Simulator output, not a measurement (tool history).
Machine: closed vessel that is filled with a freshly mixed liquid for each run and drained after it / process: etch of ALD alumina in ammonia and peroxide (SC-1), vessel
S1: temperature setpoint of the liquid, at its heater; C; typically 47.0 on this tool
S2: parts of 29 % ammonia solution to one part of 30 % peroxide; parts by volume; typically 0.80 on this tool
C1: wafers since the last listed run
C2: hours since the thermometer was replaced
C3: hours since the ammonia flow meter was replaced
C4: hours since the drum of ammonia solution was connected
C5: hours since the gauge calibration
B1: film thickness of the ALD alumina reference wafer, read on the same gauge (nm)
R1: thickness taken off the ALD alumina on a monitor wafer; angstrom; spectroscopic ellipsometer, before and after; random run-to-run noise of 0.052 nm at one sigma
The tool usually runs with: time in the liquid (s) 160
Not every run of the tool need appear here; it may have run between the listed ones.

{"run": 1, "hour": 0.0, "S1": 47.0, "S2": 0.8, "time in the liquid (s)": 135, "C1": 0, "C2": 446.1, "C3": 762.9, "C4": 256.4, "C5": 291.5, "B1": 130.02, "R1": 81.8}
{"run": 2, "hour": 12.1, "S1": 47.0, "S2": 0.8, "time in the liquid (s)": 135, "C1": 852, "C2": 458.2, "C3": 775.0, "C4": 268.5, "C5": 303.6, "B1": 129.99, "R1": 82.1}
{"run": 3, "hour": 28.0, "S1": 55.0, "S2": 0.8, "time in the liquid (s)": 160, "C1": 1120, "C2": 474.1, "C3": 790.9, "C4": 284.4, "C5": 319.5, "B1": 129.99, "R1": 150.1}
{"run": 4, "hour": 43.6, "S1": 55.0, "S2": 0.8, "time in the liquid (s)": 160, "C1": 1099, "C2": 489.7, "C3": 806.5, "C4": 300.0, "C5": 335.1, "B1": 130.0, "R1": 149.8}
{"run": 5, "hour": 58.2, "S1": 47.0, "S2": 0.8, "time in the liquid (s)": 160, "C1": 1029, "C2": 504.3, "C3": 821.1, "C4": 314.6, "C5": 349.7, "B1": 129.98, "R1": 96.8}
{"run": 6, "hour": 71.9, "S1": 47.0, "S2": 0.8, "time in the liquid (s)": 160, "C1": 965, "C2": 518.0, "C3": 834.8, "C4": 328.3, "C5": 363.4, "B1": 129.98, "R1": 97.0}
{"run": 7, "hour": 79.9, "S1": 47.0, "S2": 0.8, "time in the liquid (s)": 160, "C1": 563, "C2": 526.0, "C3": 842.8, "C4": 336.3, "C5": 371.4, "B1": 129.99, "R1": 95.6}
{"run": 8, "hour": 87.8, "S1": 47.0, "S2": 0.8, "time in the liquid (s)": 160, "C1": 556, "C2": 533.9, "C3": 850.7, "C4": 344.2, "C5": 379.3, "B1": 130.0, "R1": 95.9}
{"run": 9, "hour": 125.6, "S1": 47.0, "S2": 0.8, "time in the liquid (s)": 160, "C1": 2664, "C2": 571.7, "C3": 888.5, "C4": 382.0, "C5": 417.1, "B1": 130.0, "R1": 95.6}
{"run": 10, "hour": 132.3, "S1": 47.0, "S2": 0.8, "time in the liquid (s)": 160, "C1": 472, "C2": 578.4, "C3": 895.2, "C4": 388.7, "C5": 423.8, "B1": 130.0, "R1": 96.7}
{"run": 11, "hour": 139.6, "S1": 49.5, "S2": 0.8, "time in the liquid (s)": 185, "C1": 514, "C2": 585.7, "C3": 902.5, "C4": 396.0, "C5": 431.1, "B1": 130.02, "R1": 127.2}
{"run": 12, "hour": 152.3, "S1": 51.5, "S2": 0.6, "time in the liquid (s)": 105, "C1": 895, "C2": 598.4, "C3": 915.2, "C4": 408.7, "C5": 443.8, "B1": 129.99, "R1": 78.1}
{"run": 13, "hour": 162.0, "S1": 49.5, "S2": 0.9, "time in the liquid (s)": 160, "C1": 683, "C2": 608.1, "C3": 924.9, "C4": 418.4, "C5": 453.5, "B1": 129.99, "R1": 112.0}
{"run": 14, "hour": 173.5, "S1": 47.0, "S2": 0.8, "time in the liquid (s)": 125, "C1": 810, "C2": 619.6, "C3": 936.4, "C4": 429.9, "C5": 465.0, "B1": 130.0, "R1": 75.1}
{"hour": 176.2, "done": "thermometer replaced"}
{"run": 15, "hour": 190.8, "S1": 55.0, "S2": 0.8, "time in the liquid (s)": 160, "C1": 1148, "C2": 14.6, "C3": 953.7, "C4": 447.2, "C5": 482.3, "B1": 130.01, "R1": 141.8}
{"hour": 197.4, "done": "new drum of ammonia solution connected"}
{"run": 16, "hour": 204.9, "S1": 47.0, "S2": 1.15, "time in the liquid (s)": 160, "C1": 923, "C2": 28.7, "C3": 967.8, "C4": 7.5, "C5": 496.4, "B1": 129.98, "R1": 94.3}
{"hour": 214.0, "done": "ammonia flow meter replaced"}
{"run": 17, "hour": 215.0, "S1": 53.0, "S2": 0.8, "time in the liquid (s)": 160, "C1": 641, "C2": 38.8, "C3": 1.0, "C4": 17.6, "C5": 506.5, "B1": 130.01, "R1": 127.0}
{"run": 18, "hour": 226.1, "S1": 50.5, "S2": 0.8, "time in the liquid (s)": 160, "C1": 782, "C2": 49.9, "C3": 12.1, "C4": 28.7, "C5": 517.6, "B1": 130.0, "R1": 109.6}
{"hour": 232.9, "done": "gauge calibrated"}
{"run": 19, "hour": 233.3, "S1": 55.0, "S2": 0.8, "time in the liquid (s)": 160, "C1": 507, "C2": 57.1, "C3": 19.3, "C4": 35.9, "C5": 0.4, "B1": 130.01, "R1": 140.2}
{"hour": 235.7, "done": "thermometer replaced, repeated, since the last time left the tool worse"}
{"run": 20, "hour": 243.1, "S1": 47.0, "S2": 0.8, "time in the liquid (s)": 160, "C1": 620, "C2": 7.4, "C3": 29.1, "C4": 45.7, "C5": 10.2, "B1": 130.01, "R1": 102.0}
{"run": 21, "hour": 254.5, "S1": 47.0, "S2": 1.1, "time in the liquid (s)": 255, "C1": 803, "C2": 18.8, "C3": 40.5, "C4": 57.1, "C5": 21.6, "B1": 130.01, "R1": 168.2}
{"run": 22, "hour": 271.2, "S1": 47.0, "S2": 1.05, "time in the liquid (s)": 205, "C1": 1177, "C2": 35.5, "C3": 57.2, "C4": 73.8, "C5": 38.3, "B1": 130.0, "R1": 134.3}
{"run": 23, "hour": 288.9, "S1": 51.5, "S2": 0.65, "time in the liquid (s)": 80, "C1": 1247, "C2": 53.2, "C3": 74.9, "C4": 91.5, "C5": 56.0, "B1": 130.0, "R1": 64.3}
{"run": 24, "hour": 302.9, "S1": 47.0, "S2": 0.8, "time in the liquid (s)": 160, "C1": 986, "C2": 67.2, "C3": 88.9, "C4": 105.5, "C5": 70.0, "B1": 129.99, "R1": 101.0}
{"run": 25, "hour": 309.5, "S1": 56.0, "S2": 0.4, "time in the liquid (s)": 95, "C1": 465, "C2": 73.8, "C3": 95.5, "C4": 112.1, "C5": 76.6, "B1": 130.01, "R1": 92.3}
{"run": 26, "hour": 321.2, "S1": 47.0, "S2": 0.8, "time in the liquid (s)": 160, "C1": 824, "C2": 85.5, "C3": 107.2, "C4": 123.8, "C5": 88.3, "B1": 129.99, "R1": 101.7}
{"run": 27, "hour": 329.0, "S1": 47.0, "S2": 0.65, "time in the liquid (s)": 70, "C1": 549, "C2": 93.3, "C3": 115.0, "C4": 131.6, "C5": 96.1, "B1": 130.02, "R1": 43.6}
{"run": 28, "hour": 339.9, "S1": 47.0, "S2": 0.8, "time in the liquid (s)": 160, "C1": 768, "C2": 104.2, "C3": 125.9, "C4": 142.5, "C5": 107.0, "B1": 129.99, "R1": 101.7}
{"run": 29, "hour": 353.3, "S1": 47.0, "S2": 0.8, "time in the liquid (s)": 160, "C1": 944, "C2": 117.6, "C3": 139.3, "C4": 155.9, "C5": 120.4, "B1": 129.99, "R1": 101.1}
{"run": 30, "hour": 362.1, "S1": 47.0, "S2": 0.8, "time in the liquid (s)": 235, "C1": 620, "C2": 126.4, "C3": 148.1, "C4": 164.7, "C5": 129.2, "B1": 129.99, "R1": 149.4}

Forecast each of these 3 alternatives for the next run:
{"run": "A", "hour": 362.8, "S1": 41.0, "S2": 0.8, "time in the liquid (s)": 160, "C1": 49, "C2": 127.1, "C3": 148.8, "C4": 165.4, "C5": 129.9, "B1": "?", "R1": "?"}
{"run": "B", "hour": 362.8, "S1": 47.0, "S2": 0.8, "time in the liquid (s)": 100, "C1": 49, "C2": 127.1, "C3": 148.8, "C4": 165.4, "C5": 129.9, "B1": "?", "R1": "?"}
{"run": "C", "hour": 362.8, "S1": 56.0, "S2": 0.95, "time in the liquid (s)": 160, "C1": 49, "C2": 127.1, "C3": 148.8, "C4": 165.4, "C5": 129.9, "B1": "?", "R1": "?"}

run=A B1=130.00 R1=71.0
run=B B1=130.00 R1=62.6
run=C B1=130.00 R1=166.4
With the hidden condition removed and each run's random variation left untouched, the same runs would have given:
run=A R1=72.4
run=B R1=63.9
run=C R1=169.5

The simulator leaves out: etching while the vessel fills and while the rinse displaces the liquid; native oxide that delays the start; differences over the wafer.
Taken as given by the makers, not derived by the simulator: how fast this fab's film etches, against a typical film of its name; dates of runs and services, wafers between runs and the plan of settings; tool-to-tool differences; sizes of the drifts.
